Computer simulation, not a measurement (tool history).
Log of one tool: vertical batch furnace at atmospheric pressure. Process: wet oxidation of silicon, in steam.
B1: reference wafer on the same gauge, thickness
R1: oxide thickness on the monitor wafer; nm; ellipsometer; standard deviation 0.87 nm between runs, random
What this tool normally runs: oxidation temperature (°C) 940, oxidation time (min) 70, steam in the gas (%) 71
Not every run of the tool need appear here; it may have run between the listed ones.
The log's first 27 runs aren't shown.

Run 28, hour 547.2: usual settings but oxidation temperature (°C) 925, oxidation time (min) 103; B1 325.04. Result: R1 357.43 nm.
Run 29, hour 559: usual settings; B1 324.99. Result: R1 307.06 nm.
Run 30, hour 583.4: usual settings but oxidation time (min) 102, steam in the gas (%) 62; B1 324.94. Result: R1 362.35 nm.
Run 31, hour 592.9: usual settings; B1 325.03. Result: R1 307.68 nm.
Run 32, hour 614.4: usual settings but oxidation temperature (°C) 960; B1 325.08. Result: R1 356.72 nm.
Run 33, hour 623.1: usual settings but oxidation temperature (°C) 922, oxidation time (min) 104.5, steam in the gas (%) 60; B1 324.96. Result: R1 315.5 nm.
Run 34, hour 641.5: usual settings but oxidation temperature (°C) 929; B1 324.81. Result: R1 282.71 nm.
Run 35, hour 665.1: usual settings but oxidation time (min) 102, steam in the gas (%) 62; B1 324.74. Result: R1 362.18 nm.
Run 36, hour 683.5: usual settings but oxidation temperature (°C) 962, oxidation time (min) 86.5, steam in the gas (%) 67; B1 325.1. Result: R1 397.43 nm.
Run 37, hour 692.6: usual settings but oxidation temperature (°C) 962, steam in the gas (%) 80; B1 325.03. Result: R1 389.32 nm.

Below are 5 alternative next runs, each starting from the tool's condition after run 37. Predict each:
Run A, hour 698.7: usual settings; B1 ?. Result: R1 ?.
Run B, hour 698.7: usual settings but oxidation time (min) 102; B1 ?. Result: R1 ?.
Run C, hour 698.7: usual settings but oxidation time (min) 93.5, steam in the gas (%) 78; B1 ?. Result: R1 ?.
Run D, hour 698.7: usual settings but oxidation time (min) 45.5; B1 ?. Result: R1 ?.
Run E, hour 698.7: usual settings but oxidation temperature (°C) 962, oxidation time (min) 51.5, steam in the gas (%) 62; B1 ?. Result: R1 ?.

run      B1      R1
  A  324.89  305.76
  B  324.89  395.56
  C  324.89  397.43
  D  324.89  225.76
  E  324.89  267.21
With no hidden state in the tool, these same runs would have given:
run      R1
  A     309
  B  399.62
  C  401.51
  D  228.22
  E  269.99
